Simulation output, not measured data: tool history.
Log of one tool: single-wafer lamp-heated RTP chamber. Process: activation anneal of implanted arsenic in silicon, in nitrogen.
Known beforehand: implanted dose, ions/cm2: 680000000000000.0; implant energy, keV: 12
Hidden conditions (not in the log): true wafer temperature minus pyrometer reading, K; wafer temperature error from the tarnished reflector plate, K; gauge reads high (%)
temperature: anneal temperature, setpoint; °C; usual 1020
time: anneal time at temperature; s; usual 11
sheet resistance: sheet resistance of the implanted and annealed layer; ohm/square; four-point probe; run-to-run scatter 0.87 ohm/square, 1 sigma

run   hour  temperature  time  wafers since the last listed run  wafers since the last pyrometer calibration  wafers since the reflector plate was cleaned  hours since the gauge calibration  read-back reference wafer on the same gauge, sheet resistance  sheet resistance
  1      0         1034    11                                 0                                         2028                                         10752                              360.3                                                         178.95            192.06
  2   12.6         1034    11                               165                                         2194                                         10917                              372.9                                                         178.91             190.7
  3   64.9         1034    11                               687                                         2881                                         11605                              425.2                                                         178.96            191.29
  4     77         1020    11                               159                                         3040                                         11764                              437.3                                                         179.09            195.66
  5     89         1020    11                               157                                         3198                                         11922                              449.3                                                         179.09            195.11
  6  106.3         1020    11                               227                                         3425                                         12149                              466.6                                                         178.87            194.77
  7    114         1020    11                               101                                         3527                                         12250                              474.3                                                         179.08            194.17
  8  127.4         1020    11                               176                                         3703                                         12426                              487.7                                                         178.94            195.05
  9  143.1         1020    11                               206                                         3909                                         12633                              503.4                                                         178.93            194.99
 10  150.6         1020    11                                98                                         4008                                         12731                              510.9                                                         179.02            194.36
       151  -- gauge calibrated
     163.7  -- pyrometer window cleaned and pyrometer calibrated
 11  166.3         1020    11                               101                                           33                                         12832                               15.3                                                         178.82            192.89
 12    175         1020    11                               114                                          148                                         12947                                 24                                                         179.19             191.4
 13  185.6         1020    13                               139                                          287                                         13086                               34.6                                                         178.76            190.35
     197.5  -- reflector plate cleaned
 14  198.8         1020    13                                68                                          355                                            17                               47.8                                                         179.05             189.3
 15  209.1         1020    13                               135                                          491                                           152                               58.1                                                         178.92            190.17
 16  226.2         1020    11                               224                                          716                                           377                               75.2                                                         178.97            192.89
 17  232.9         1020    11                                88                                          804                                           465                               81.9                                                         178.92            191.08
 18  249.1          994     9                               212                                         1017                                           678                               98.1                                                         178.99            205.67
     257.4  -- pyrometer window cleaned and pyrometer calibrated, repeated, since the last time left the tool worse
 19    267          999     6                               130                                          125                                           808                                116                                                         179.03            211.41
 20  282.2         1020    17                               199                                          325                                          1008                              131.2                                                         179.04            189.96
 21  297.1         1020    11                               195                                          521                                          1204                              146.1                                                         179.15            196.75
 22    310         1037    16                               169                                          691                                          1373                                159                                                         179.04            184.92
 23  321.7         1034     8                               153                                          844                                          1527                              170.7                                                            179            196.19
 24  336.3         1044    17                               191                                         1036                                          1719                              185.3                                                         179.02            181.63
 25  347.3          991    14                               144                                         1181                                          1864                              196.3                                                         179.03            204.11
 26  362.3          996     4                               197                                         1378                                          2061                              211.3                                                         179.08            214.26
 27  370.2         1011     6                               103                                         1482                                          2165                              219.2                                                         178.88            206.06
 28    387         1020    13                               220                                         1703                                          2385                                236                                                         179.01            194.15
 29  404.1         1005    14                               224                                         1927                                          2610                              253.1                                                         179.17            198.23
 30    413         1045     5                               116                                         2044                                          2727                                262                                                         179.02            199.79
 31  430.2         1020    13                               226                                         2271                                          2953                              279.2                                                         178.97            194.07
 32  436.9         1020    11                                88                                         2359                                          3041                              285.9                                                         178.91            195.82
 33    452         1030     9                               198                                         2557                                          3240                                301                                                         178.96            197.25
 34  458.8         1010    13                                89                                         2646                                          3329                              307.8                                                         179.02            198.39

Here are 4 independent what-if runs from the current tool condition. What would each one return?
  A  459.2         1045    11                                 5                                         2652                                          3334                              308.2                                                              ?                 ?
  B  459.2         1002    16                                 5                                         2652                                          3334                              308.2                                                              ?                 ?
  C  459.2         1007     5                                 5                                         2652                                          3334                              308.2                                                              ?                 ?
  D  459.2         1008     6                                 5                                         2652                                          3334                              308.2                                                              ?                 ?

run  read-back reference wafer on the same gauge, sheet resistance  sheet resistance
  A                                                         179.09            186.54
  B                                                         179.09            196.55
  C                                                         179.09            209.46
  D                                                         179.09            207.15
Take away the tool's hidden state, keep each run's random variation, and the runs would have read:
run  sheet resistance
  A            188.33
  B            198.43
  C            210.82
  D            208.58
